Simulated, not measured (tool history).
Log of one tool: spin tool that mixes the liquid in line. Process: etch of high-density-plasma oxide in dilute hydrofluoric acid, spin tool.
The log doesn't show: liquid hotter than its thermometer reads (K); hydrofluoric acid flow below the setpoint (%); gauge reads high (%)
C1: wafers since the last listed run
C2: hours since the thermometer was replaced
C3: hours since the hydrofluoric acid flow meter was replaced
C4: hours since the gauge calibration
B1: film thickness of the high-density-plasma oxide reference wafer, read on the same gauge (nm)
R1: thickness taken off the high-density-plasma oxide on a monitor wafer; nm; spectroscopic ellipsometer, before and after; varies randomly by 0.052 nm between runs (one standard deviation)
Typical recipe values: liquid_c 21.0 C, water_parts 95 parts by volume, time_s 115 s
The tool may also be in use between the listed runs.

Run 1, hour 0.0: usual settings but water_parts 105 parts by volume; C1 0; C2 56.9; C3 1223.6; C4 422.7; B1 118.04. Result: R1 6.68 nm.
Run 2, hour 82.4: usual settings; C1 505; C2 139.3; C3 1306.0; C4 505.1; B1 117.64. Result: R1 7.50 nm.
Run 3, hour 127.1: usual settings; C1 274; C2 184.0; C3 1350.7; C4 549.8; B1 117.47. Result: R1 7.41 nm.
Run 4, hour 216.5: usual settings; C1 548; C2 273.4; C3 1440.1; C4 639.2; B1 117.08. Result: R1 7.38 nm.
Run 5, hour 305.1: usual settings; C1 543; C2 362.0; C3 1528.7; C4 727.8; B1 116.68. Result: R1 7.33 nm.
Run 6, hour 366.6: usual settings; C1 377; C2 423.5; C3 1590.2; C4 789.3; B1 116.41. Result: R1 7.39 nm.
Run 7, hour 411.8: usual settings but time_s 75 s; C1 277; C2 468.7; C3 1635.4; C4 834.5; B1 116.24. Result: R1 4.73 nm.
Run 8, hour 466.8: usual settings but liquid_c 26.0 C, water_parts 115 parts by volume; C1 337; C2 523.7; C3 1690.4; C4 889.5; B1 115.98. Result: R1 7.16 nm.
At hour 519.5: gauge calibrated.
Run 9, hour 545.5: usual settings; C1 482; C2 602.4; C3 1769.1; C4 26.0; B1 119.68. Result: R1 7.54 nm.
Run 10, hour 621.5: usual settings but liquid_c 23.5 C, water_parts 145 parts by volume; C1 465; C2 678.4; C3 1845.1; C4 102.0; B1 119.32. Result: R1 5.14 nm.
At hour 650.5: hydrofluoric acid flow meter replaced.
At hour 877.6: thermometer replaced.
Run 11, hour 927.8: usual settings but liquid_c 25.0 C, water_parts 75 parts by volume, time_s 155 s; C1 1865; C2 50.2; C3 277.3; C4 408.3; B1 118.00. Result: R1 15.26 nm.
Run 12, hour 973.6: usual settings but liquid_c 25.5 C, water_parts 55 parts by volume, time_s 150 s; C1 280; C2 96.0; C3 323.1; C4 454.1; B1 117.79. Result: R1 21.17 nm.
Run 13, hour 1070.4: usual settings but liquid_c 23.5 C, water_parts 50 parts by volume, time_s 70 s; C1 593; C2 192.8; C3 419.9; C4 550.9; B1 117.36. Result: R1 10.02 nm.
Run 14, hour 1174.2: usual settings but water_parts 80 parts by volume; C1 636; C2 296.6; C3 523.7; C4 654.7; B1 116.95. Result: R1 8.97 nm.

Forecast each of these 4 alternatives for the next run:
Run A, hour 1174.6: usual settings; C1 2; C2 297.0; C3 524.1; C4 655.1; B1 ?. Result: R1 ?.
Run B, hour 1174.6: usual settings but time_s 60 s; C1 2; C2 297.0; C3 524.1; C4 655.1; B1 ?. Result: R1 ?.
Run C, hour 1174.6: usual settings but water_parts 130 parts by volume, time_s 90 s; C1 2; C2 297.0; C3 524.1; C4 655.1; B1 ?. Result: R1 ?.
Run D, hour 1174.6: usual settings but liquid_c 18.5 C, water_parts 130 parts by volume; C1 2; C2 297.0; C3 524.1; C4 655.1; B1 ?. Result: R1 ?.

run      B1    R1
  A  116.93  7.37
  B  116.93  3.85
  C  116.93  4.05
  D  116.93  4.68
What these runs would have given with no unlogged condition in the tool:
run    R1
  A  7.57
  B  3.95
  C  4.16
  D  4.81
